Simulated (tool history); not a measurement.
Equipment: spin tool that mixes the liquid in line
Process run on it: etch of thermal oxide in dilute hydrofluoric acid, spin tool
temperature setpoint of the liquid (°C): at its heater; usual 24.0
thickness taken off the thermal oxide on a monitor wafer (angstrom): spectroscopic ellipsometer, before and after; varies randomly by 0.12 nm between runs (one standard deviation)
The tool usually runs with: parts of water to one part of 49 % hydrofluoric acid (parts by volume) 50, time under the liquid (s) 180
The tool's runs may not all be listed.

run	hour	temperature setpoint of the liquid (°C)	parts of water to one part of 49 % hydrofluoric acid (parts by volume)	time under the liquid (s)	wafers since the last listed run	hours since the thermometer was replaced	hours since the hydrofluoric acid flow meter was replaced	hours since the gauge calibration	read-back film thickness of the thermal oxide reference wafer, read on the same gauge (nm)	thickness taken off the thermal oxide on a monitor wafer (angstrom)
1	0.0	24.0	50	180	0	1228.5	1375.7	169.3	140.00	204.1
2	16.7	24.0	50	180	90	1245.2	1392.4	186.0	140.02	202.2
3	30.0	24.0	50	180	72	1258.5	1405.7	199.3	139.99	204.9
4	46.7	24.0	50	180	90	1275.2	1422.4	216.0	140.01	204.0
5	55.5	24.0	50	180	47	1284.0	1431.2	224.8	140.00	203.9
6	67.8	24.0	50	180	66	1296.3	1443.5	237.1	139.99	205.2
7	74.4	24.0	50	180	35	1302.9	1450.1	243.7	139.98	205.3
8	82.3	24.0	50	180	42	1310.8	1458.0	251.6	140.02	204.5
9	98.7	24.0	50	180	89	1327.2	1474.4	268.0	139.97	204.6
10	112.8	25.5	50	100	76	1341.3	1488.5	282.1	140.01	119.1
11	123.1	25.5	50	100	55	1351.6	1498.8	292.4	140.02	121.4
12	132.5	25.5	50	100	51	1361.0	1508.2	301.8	139.96	120.4
13	147.3	24.0	50	180	80	1375.8	1523.0	316.6	140.01	207.2
14	160.3	24.0	65	180	70	1388.8	1536.0	329.6	139.97	156.2
15	171.4	24.0	65	180	60	1399.9	1547.1	340.7	140.03	154.4
16	179.4	24.0	50	180	43	1407.9	1555.1	348.7	139.99	206.8
# hour 192.7: hydrofluoric acid flow meter replaced
# hour 194.5: gauge calibrated
# hour 206.9: thermometer replaced
17	210.1	24.0	30	130	155	3.2	17.4	15.6	139.97	232.5
18	217.0	21.5	65	75	37	10.1	24.3	22.5	140.01	53.6
19	223.7	24.0	30	135	36	16.8	31.0	29.2	140.01	244.2
20	232.6	24.0	50	180	48	25.7	39.9	38.1	140.01	189.9
21	247.9	28.0	70	265	83	41.0	55.2	53.4	139.99	229.5
22	261.0	24.0	50	180	71	54.1	68.3	66.5	140.00	189.1
23	268.8	24.0	50	180	42	61.9	76.1	74.3	140.00	188.9
24	311.0	22.0	60	140	229	104.1	118.3	116.5	140.00	111.6
25	327.2	24.0	35	285	87	120.3	134.5	132.7	140.01	442.4
26	336.3	22.5	75	260	49	129.4	143.6	141.8	140.00	168.2
27	344.6	22.5	50	180	45	137.7	151.9	150.1	140.00	179.6
28	356.9	25.5	50	95	66	150.0	164.2	162.4	140.00	105.7
29	373.3	24.0	70	180	89	166.4	180.6	178.8	139.98	133.6
30	388.4	24.0	50	140	81	181.5	195.7	193.9	140.01	148.9
31	395.4	24.0	50	180	37	188.5	202.7	200.9	139.99	190.8
32	412.9	21.0	30	180	94	206.0	220.2	218.4	140.03	288.8
33	424.5	24.0	70	75	62	217.6	231.8	230.0	140.01	55.5

Predict each of these 5 candidate next runs independently; none follows another, all start after run 33:
A	425.0	24.0	50	180	2	218.1	232.3	230.5	?	?
B	425.0	26.5	50	180	2	218.1	232.3	230.5	?	?
C	425.0	29.0	70	150	2	218.1	232.3	230.5	?	?
D	425.0	28.0	35	220	2	218.1	232.3	230.5	?	?
E	425.0	28.0	65	95	2	218.1	232.3	230.5	?	?

run	read-back film thickness of the thermal oxide reference wafer, read on the same gauge (nm)	thickness taken off the thermal oxide on a monitor wafer (angstrom)
A	139.98	190.4
B	139.98	210.7
C	139.98	134.4
D	139.98	399.5
E	139.98	88.8
Had the tool no hidden state, the same runs would have come out as:
run	thickness taken off the thermal oxide on a monitor wafer (angstrom)
A	185.2
B	205.1
C	131.0
D	388.8
E	86.5
